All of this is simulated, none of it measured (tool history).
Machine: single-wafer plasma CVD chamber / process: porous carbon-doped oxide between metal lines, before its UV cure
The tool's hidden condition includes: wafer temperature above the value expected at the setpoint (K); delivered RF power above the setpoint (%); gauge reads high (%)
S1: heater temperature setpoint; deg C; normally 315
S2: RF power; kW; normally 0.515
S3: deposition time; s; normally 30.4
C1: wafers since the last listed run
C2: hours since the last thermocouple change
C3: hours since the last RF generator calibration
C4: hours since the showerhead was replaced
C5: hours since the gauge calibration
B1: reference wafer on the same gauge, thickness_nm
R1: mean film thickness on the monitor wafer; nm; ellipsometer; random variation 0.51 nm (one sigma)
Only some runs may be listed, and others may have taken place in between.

run,hour,S1,S2,S3,C1,C2,C3,C4,C5,B1,R1
1,0,315,0.515,32.4,0,1633.1,575.1,6306.3,490.4,159.079,191.5
2,63.4,315,0.515,30.4,1608,1696.5,638.5,6369.7,553.8,159.184,180.269
3,95.4,315,0.515,30.4,812,1728.5,670.5,6401.7,585.8,159.131,180.466
4,121.9,315,0.515,30.4,672,1755,697,6428.2,612.3,159.322,181.308
5,152.8,315,0.515,30.4,784,1785.9,727.9,6459.1,643.2,159.164,180.72
6,191.2,315,0.455,30.4,974,1824.3,766.3,6497.5,681.6,159.098,162.22
7,241.5,315,0.515,30.4,1276,1874.6,816.6,6547.8,731.9,158.997,180.725
8,286.4,315,0.515,30.4,1139,1919.5,861.5,6592.7,776.8,159.197,179.986
9,339,315,0.515,30.4,1334,1972.1,914.1,6645.3,829.4,158.979,180.9
10,378.4,315,0.485,30.4,999,2011.5,953.5,6684.7,868.8,159.013,172.682
11,429.3,315,0.515,30.4,1291,2062.4,1004.4,6735.6,919.7,159.141,181.623
12,478.8,315,0.515,30.4,1256,2111.9,1053.9,6785.1,969.2,159.114,180.079
13,541.1,315,0.515,30.4,1580,2174.2,1116.2,6847.4,1031.5,158.981,180.015
14,572.7,315,0.515,30.4,801,2205.8,1147.8,6879,1063.1,159.012,181.417
15,598.2,315,0.515,30.4,647,2231.3,1173.3,6904.5,1088.6,158.908,179.929
# hour 646.1: showerhead replaced
16,649.3,306,0.42,33.5,1093,2282.4,1224.4,3.2,1139.7,159.135,174.209
17,701.3,315,0.605,30.4,1319,2334.4,1276.4,55.2,1191.7,159.091,204.372
18,750.2,315,0.515,30.4,1240,2383.3,1325.3,104.1,1240.6,159.032,180.869
19,820.3,321,0.58,24.6,1778,2453.4,1395.4,174.2,1310.7,158.972,156.078
20,884.8,315,0.515,30.4,1636,2517.9,1459.9,238.7,1375.2,159.03,181.104
21,955.9,304,0.515,27.2,1804,2589,1531,309.8,1446.3,159.048,172.1
22,1027.4,315,0.44,30.4,1814,2660.5,1602.5,381.3,1517.8,159.078,157.712
# hour 1099.8: RF generator calibrated
23,1100.3,308,0.515,25,1646,2733.4,0.5,454.2,1590.7,158.79,158.95
24,1129.3,330,0.515,30.4,735,2762.4,29.5,483.2,1619.7,159.111,170.078
# hour 1150.4: thermocouple changed; heater temperature recalibrated
# hour 1216.4: gauge calibrated
25,1336.1,322,0.605,30.4,5044,185.7,236.3,690,119.7,158.982,195.234
26,1395.7,315,0.515,30.4,1512,245.3,295.9,749.6,179.3,158.992,178.213
27,1435,302,0.515,30.4,997,284.6,335.2,788.9,218.6,158.807,191.495
28,1472.5,315,0.585,25.9,951,322.1,372.7,826.4,256.1,158.927,167.871
29,1517.1,311,0.59,35.2,1131,366.7,417.3,871,300.7,158.881,234.185
30,1572.5,315,0.515,30.4,1405,422.1,472.7,926.4,356.1,159.062,178.442

What if the next run were any one of these 3? Each begins from the tool's condition after run 30:
A,1572.9,315,0.515,30.4,10,422.5,473.1,926.8,356.5,?,?
B,1572.9,326,0.615,30.4,10,422.5,473.1,926.8,356.5,?,?
C,1572.9,308,0.47,25.7,10,422.5,473.1,926.8,356.5,?,?

run,B1,R1
A,158.766,178.26
B,158.766,193.468
C,158.766,145.951
Stripped of hidden state, with their random variation kept, the same runs would have yielded:
run,R1
A,177.766
B,193.004
C,145.496

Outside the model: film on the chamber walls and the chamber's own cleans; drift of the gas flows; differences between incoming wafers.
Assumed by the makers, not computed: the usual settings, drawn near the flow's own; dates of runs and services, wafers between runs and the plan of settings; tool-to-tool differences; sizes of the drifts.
